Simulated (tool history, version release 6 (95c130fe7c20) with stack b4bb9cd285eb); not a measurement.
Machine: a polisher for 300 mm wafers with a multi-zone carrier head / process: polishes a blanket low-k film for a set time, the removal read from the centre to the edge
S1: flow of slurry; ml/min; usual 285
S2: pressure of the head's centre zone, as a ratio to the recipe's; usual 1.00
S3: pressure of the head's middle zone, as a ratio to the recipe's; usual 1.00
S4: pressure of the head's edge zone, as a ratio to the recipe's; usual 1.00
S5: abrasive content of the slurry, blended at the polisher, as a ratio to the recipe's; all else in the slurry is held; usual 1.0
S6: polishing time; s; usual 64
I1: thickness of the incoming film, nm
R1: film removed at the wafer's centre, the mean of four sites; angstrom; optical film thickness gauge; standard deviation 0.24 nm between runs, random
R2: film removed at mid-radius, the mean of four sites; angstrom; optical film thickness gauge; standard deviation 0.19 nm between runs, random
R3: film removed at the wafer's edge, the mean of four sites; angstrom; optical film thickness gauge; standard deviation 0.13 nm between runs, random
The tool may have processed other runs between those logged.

Run 1, hour 0.0: usual settings; I1 765.2. Result: R1 181 angstrom, R2 182 angstrom, R3 176 angstrom.
Run 2, hour 16.2: usual settings; I1 761.4. Result: R1 181 angstrom, R2 179 angstrom, R3 172 angstrom.
At hour 34.2: slurry nozzle cleaned.
Run 3, hour 34.7: usual settings; I1 760.3. Result: R1 178 angstrom, R2 176 angstrom, R3 170 angstrom.
Run 4, hour 50.7: usual settings; I1 768.4. Result: R1 171 angstrom, R2 174 angstrom, R3 171 angstrom.
Run 5, hour 86.4: usual settings; I1 754.8. Result: R1 176 angstrom, R2 176 angstrom, R3 165 angstrom.
Run 6, hour 107.4: usual settings but S5 1.1; I1 759.8. Result: R1 179 angstrom, R2 176 angstrom, R3 170 angstrom.
Run 7, hour 127.9: usual settings but S1 360 ml/min, S4 0.92; I1 757.5. Result: R1 174 angstrom, R2 175 angstrom, R3 161 angstrom.
At hour 138.6: carrier head's membrane replaced by a new one.
At hour 142.9: worn pad replaced by a new one.
Run 8, hour 148.5: usual settings; I1 761.7. Result: R1 179 angstrom, R2 182 angstrom, R3 173 angstrom.
Run 9, hour 160.6: usual settings but S3 1.09; I1 764.4. Result: R1 179 angstrom, R2 192 angstrom, R3 173 angstrom.
Run 10, hour 178.5: usual settings but S3 0.91; I1 765.4. Result: R1 177 angstrom, R2 162 angstrom, R3 169 angstrom.
Run 11, hour 197.1: usual settings but S3 1.04, S5 1.1, S6 51 s; I1 748.8. Result: R1 147 angstrom, R2 149 angstrom, R3 139 angstrom.
Run 12, hour 216.0: usual settings but S1 190 ml/min, S3 1.04; I1 760.5. Result: R1 165 angstrom, R2 171 angstrom, R3 162 angstrom.
Run 13, hour 243.9: usual settings but S1 190 ml/min, S3 1.06, S4 1.08, S5 1.2; I1 760.3. Result: R1 175 angstrom, R2 183 angstrom, R3 175 angstrom.
At hour 255.0: edge zone pressure recalibrated.
Run 14, hour 262.8: usual settings but S4 0.91, S6 51 s; I1 750.8. Result: R1 138 angstrom, R2 137 angstrom, R3 126 angstrom.
At hour 283.9: centre zone pressure recalibrated.
At hour 288.6: worn pad replaced by a new one.
Run 15, hour 289.1: usual settings but S1 380 ml/min, S3 1.05, S5 0.7, S6 85 s; I1 761.1. Result: R1 220 angstrom, R2 226 angstrom, R3 209 angstrom.
Run 16, hour 314.8: usual settings but S1 210 ml/min, S4 0.89, S6 58 s; I1 774.2. Result: R1 150 angstrom, R2 152 angstrom, R3 141 angstrom.
Run 17, hour 343.7: usual settings but S2 0.94, S5 0.9; I1 752.6. Result: R1 153 angstrom, R2 167 angstrom, R3 161 angstrom.
Run 18, hour 379.0: usual settings but S3 0.92; I1 742.8. Result: R1 172 angstrom, R2 162 angstrom, R3 165 angstrom.
At hour 400.4: slurry nozzle cleaned.
Run 19, hour 414.8: usual settings; I1 754.5. Result: R1 177 angstrom, R2 167 angstrom, R3 166 angstrom.
Run 20, hour 437.9: usual settings; I1 755.8. Result: R1 170 angstrom, R2 170 angstrom, R3 167 angstrom.
Run 21, hour 453.8: usual settings but S2 1.06; I1 769.7. Result: R1 183 angstrom, R2 169 angstrom, R3 165 angstrom.

Predict each of these 5 candidate next runs independently; none follows another, all start after run 21:
Run A, hour 454.2: usual settings but S6 51 s; I1 744.7. Result: R1 ?, R2 ?, R3 ?.
Run B, hour 454.2: usual settings but S3 0.97, S4 1.11, S5 1.2; I1 744.7. Result: R1 ?, R2 ?, R3 ?.
Run C, hour 454.2: usual settings but S1 210 ml/min, S3 0.89; I1 744.7. Result: R1 ?, R2 ?, R3 ?.
Run D, hour 454.2: usual settings but S1 330 ml/min, S2 1.05, S4 0.90; I1 744.7. Result: R1 ?, R2 ?, R3 ?.
Run E, hour 454.2: usual settings but S1 360 ml/min, S2 1.08, S6 54 s; I1 744.7. Result: R1 ?, R2 ?, R3 ?.

run   R1   R2   R3
  A  136  136  131
  B  182  177  185
  C  163  149  160
  D  183  174  158
  E  160  148  141
What these runs would have given with no unlogged condition in the tool:
run   R1   R2   R3
  A  147  147  141
  B  196  191  199
  C  176  160  172
  D  197  187  170
  E  172  159  152
